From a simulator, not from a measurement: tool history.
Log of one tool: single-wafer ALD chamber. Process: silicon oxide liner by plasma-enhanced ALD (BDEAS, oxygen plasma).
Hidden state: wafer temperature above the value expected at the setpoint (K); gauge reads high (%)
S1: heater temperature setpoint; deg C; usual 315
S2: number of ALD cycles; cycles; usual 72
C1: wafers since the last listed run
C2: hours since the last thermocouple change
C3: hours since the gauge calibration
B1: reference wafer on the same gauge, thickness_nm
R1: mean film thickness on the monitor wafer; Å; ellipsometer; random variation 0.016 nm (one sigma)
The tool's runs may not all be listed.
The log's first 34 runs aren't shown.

run	hour	S1	S2	C1	C2	C3	B1	R1
# hour 513.0: thermocouple changed; heater temperature recalibrated
35	513.5	315	72	168	0.5	170.7	6.848	63.11
36	522.0	308	72	36	9.0	179.2	6.835	63.64
37	538.0	305	72	69	25.0	195.2	6.848	63.94
38	548.6	310	83	45	35.6	205.8	6.828	72.83
39	563.2	315	72	63	50.2	220.4	6.826	62.95
40	570.3	315	72	30	57.3	227.5	6.823	62.84
41	587.3	307	82	73	74.3	244.5	6.826	72.57
42	633.4	305	64	199	120.4	290.6	6.807	56.30
43	641.4	301	77	34	128.4	298.6	6.807	67.85
44	647.6	315	72	26	134.6	304.8	6.797	62.51
45	659.0	326	61	49	146.0	316.2	6.798	52.21
46	669.4	301	72	45	156.4	326.6	6.793	63.66

5 ways to go on from here, each from the tool as it stands after run 46. What would each give?
A	669.9	315	59	2	156.9	327.1	?	?
B	669.9	315	80	2	156.9	327.1	?	?
C	669.9	326	84	2	156.9	327.1	?	?
D	669.9	329	82	2	156.9	327.1	?	?
E	669.9	320	72	2	156.9	327.1	?	?

run	B1	R1
A	6.790	51.30
B	6.790	69.56
C	6.790	72.02
D	6.790	70.04
E	6.790	62.21
Without the tool's hidden state the same runs would have given:
run	R1
A	51.88
B	70.34
C	72.84
D	70.83
E	62.91

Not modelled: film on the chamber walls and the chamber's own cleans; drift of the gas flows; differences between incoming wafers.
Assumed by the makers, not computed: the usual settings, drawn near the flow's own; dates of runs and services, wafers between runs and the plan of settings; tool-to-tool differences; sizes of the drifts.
